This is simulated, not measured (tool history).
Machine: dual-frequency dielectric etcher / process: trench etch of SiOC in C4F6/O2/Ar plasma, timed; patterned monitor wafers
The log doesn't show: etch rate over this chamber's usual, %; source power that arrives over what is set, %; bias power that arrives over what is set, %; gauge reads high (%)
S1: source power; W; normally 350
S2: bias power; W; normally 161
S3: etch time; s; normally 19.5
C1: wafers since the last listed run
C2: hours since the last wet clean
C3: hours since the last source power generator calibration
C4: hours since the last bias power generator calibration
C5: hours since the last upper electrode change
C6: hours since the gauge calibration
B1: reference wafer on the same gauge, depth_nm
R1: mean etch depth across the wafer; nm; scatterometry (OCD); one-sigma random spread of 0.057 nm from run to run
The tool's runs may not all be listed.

| run | day | S1 | S2 | S3 | C1 | C2 | C3 | C4 | C5 | C6 | B1 | R1 |
|---|---|---|---|---|---|---|---|---|---|---|---|---|
| 1 | 0 | 350 | 161 | 19.5 | 0 | 337.4 | 2254.8 | 3168.4 | 5886.9 | 251.6 | 35.01 | 37.35 |
| 2 | 1.95 | 350 | 161 | 19.5 | 660 | 384.2 | 2301.6 | 3215.2 | 5933.7 | 298.4 | 35.01 | 37.31 |
| 3 | 2.333 | 350 | 161 | 19.5 | 129 | 393.4 | 2310.8 | 3224.4 | 5942.9 | 307.6 | 35.02 | 37.34 |
| 4 | 2.662 | 290 | 161 | 19.5 | 111 | 401.3 | 2318.7 | 3232.3 | 5950.8 | 315.5 | 35 | 33.85 |
| 5 | 3.104 | 290 | 161 | 19.5 | 149 | 411.9 | 2329.3 | 3242.9 | 5961.4 | 326.1 | 35 | 33.77 |
| 6 | 4.133 | 290 | 161 | 19.5 | 348 | 436.6 | 2354 | 3267.6 | 5986.1 | 350.8 | 35 | 33.86 |
| 7 | 4.454 | 350 | 149 | 19.5 | 108 | 444.3 | 2361.7 | 3275.3 | 5993.8 | 358.5 | 35 | 36.61 |
| 8 | 5.042 | 290 | 161 | 24 | 199 | 458.4 | 2375.8 | 3289.4 | 6007.9 | 372.6 | 35 | 41.53 |
|  | 5.192 | gauge calibrated |
| 9 | 5.629 | 290 | 161 | 24 | 199 | 472.5 | 2389.9 | 3303.5 | 6022 | 10.5 | 34.99 | 41.55 |
| 10 | 6 | 380 | 161 | 19.5 | 125 | 481.4 | 2398.8 | 3312.4 | 6030.9 | 19.4 | 35 | 38.73 |
|  | 7.579 | wet clean of the chamber |
| 11 | 7.6 | 380 | 161 | 19.5 | 203 | 0.5 | 2437.2 | 3350.8 | 6069.3 | 57.8 | 35 | 39.46 |
| 12 | 7.612 | 380 | 161 | 19.5 | 4 | 0.8 | 2437.5 | 3351.1 | 6069.6 | 58.1 | 35 | 39.42 |
| 13 | 7.625 | 350 | 161 | 19.5 | 4 | 1.1 | 2437.8 | 3351.4 | 6069.9 | 58.4 | 35.01 | 37.89 |
| 14 | 8.088 | 420 | 128 | 17 | 156 | 12.2 | 2448.9 | 3362.5 | 6081 | 69.5 | 35 | 34.25 |
| 15 | 8.412 | 350 | 149 | 14 | 110 | 20 | 2456.7 | 3370.3 | 6088.8 | 77.3 | 35 | 26.68 |
|  | 9.171 | bias power generator calibrated |
|  | 9.425 | upper electrode replaced |
| 16 | 9.446 | 390 | 161 | 14.5 | 208 | 44.8 | 2481.5 | 6.6 | 0.5 | 102.1 | 34.99 | 29.66 |
| 17 | 9.579 | 350 | 187 | 23 | 45 | 48 | 2484.7 | 9.8 | 3.7 | 105.3 | 35 | 46.23 |
| 18 | 9.892 | 350 | 189 | 19.5 | 105 | 55.5 | 2492.2 | 17.3 | 11.2 | 112.8 | 35 | 39.3 |
| 19 | 11.675 | 270 | 132 | 22.5 | 604 | 98.3 | 2535 | 60.1 | 54 | 155.6 | 35 | 36.48 |
| 20 | 12.267 | 380 | 161 | 23 | 200 | 112.5 | 2549.2 | 74.3 | 68.2 | 169.8 | 34.98 | 46.3 |
|  | 12.862 | source power generator calibrated |
| 21 | 12.967 | 280 | 179 | 25.5 | 180 | 129.3 | 2.5 | 91.1 | 85 | 186.6 | 35 | 45.16 |
| 22 | 13.354 | 350 | 161 | 19.5 | 131 | 138.6 | 11.8 | 100.4 | 94.3 | 195.9 | 35 | 37.81 |
| 23 | 13.671 | 350 | 161 | 19.5 | 107 | 146.2 | 19.4 | 108 | 101.9 | 203.5 | 34.99 | 37.72 |
| 24 | 14.312 | 420 | 136 | 22 | 217 | 161.6 | 34.8 | 123.4 | 117.3 | 218.9 | 35 | 44.74 |
| 25 | 14.962 | 350 | 185 | 19.5 | 220 | 177.2 | 50.4 | 139 | 132.9 | 234.5 | 35.01 | 38.93 |
| 26 | 15.258 | 270 | 161 | 14.5 | 100 | 184.3 | 57.5 | 146.1 | 140 | 241.6 | 35.01 | 24.52 |
| 27 | 15.688 | 330 | 181 | 14.5 | 145 | 194.6 | 67.8 | 156.4 | 150.3 | 251.9 | 34.99 | 27.9 |
| 28 | 16.096 | 350 | 161 | 19.5 | 138 | 204.4 | 77.6 | 166.2 | 160.1 | 261.7 | 35.01 | 37.66 |
| 29 | 16.708 | 280 | 161 | 19.5 | 207 | 219.1 | 92.3 | 180.9 | 174.8 | 276.4 | 35.01 | 33.47 |

5 ways to go on from here, each from the tool as it stands after run 29. What would each give?
| A | 16.725 | 350 | 161 | 14 | 5 | 219.5 | 92.7 | 181.3 | 175.2 | 276.8 | ? | ? |
| B | 16.725 | 430 | 161 | 15 | 5 | 219.5 | 92.7 | 181.3 | 175.2 | 276.8 | ? | ? |
| C | 16.725 | 380 | 176 | 14.5 | 5 | 219.5 | 92.7 | 181.3 | 175.2 | 276.8 | ? | ? |
| D | 16.725 | 420 | 161 | 19.5 | 5 | 219.5 | 92.7 | 181.3 | 175.2 | 276.8 | ? | ? |
| E | 16.725 | 350 | 161 | 17.5 | 5 | 219.5 | 92.7 | 181.3 | 175.2 | 276.8 | ? | ? |

| run | B1 | R1 |
|---|---|---|
| A | 34.99 | 27 |
| B | 34.99 | 31.96 |
| C | 34.99 | 29.74 |
| D | 34.99 | 41.09 |
| E | 34.99 | 33.75 |
Take away the tool's hidden state, keep each run's random variation, and the runs would have read:
| run | R1 |
|---|---|
| A | 27.22 |
| B | 32.23 |
| C | 29.98 |
| D | 41.43 |
| E | 34.03 |
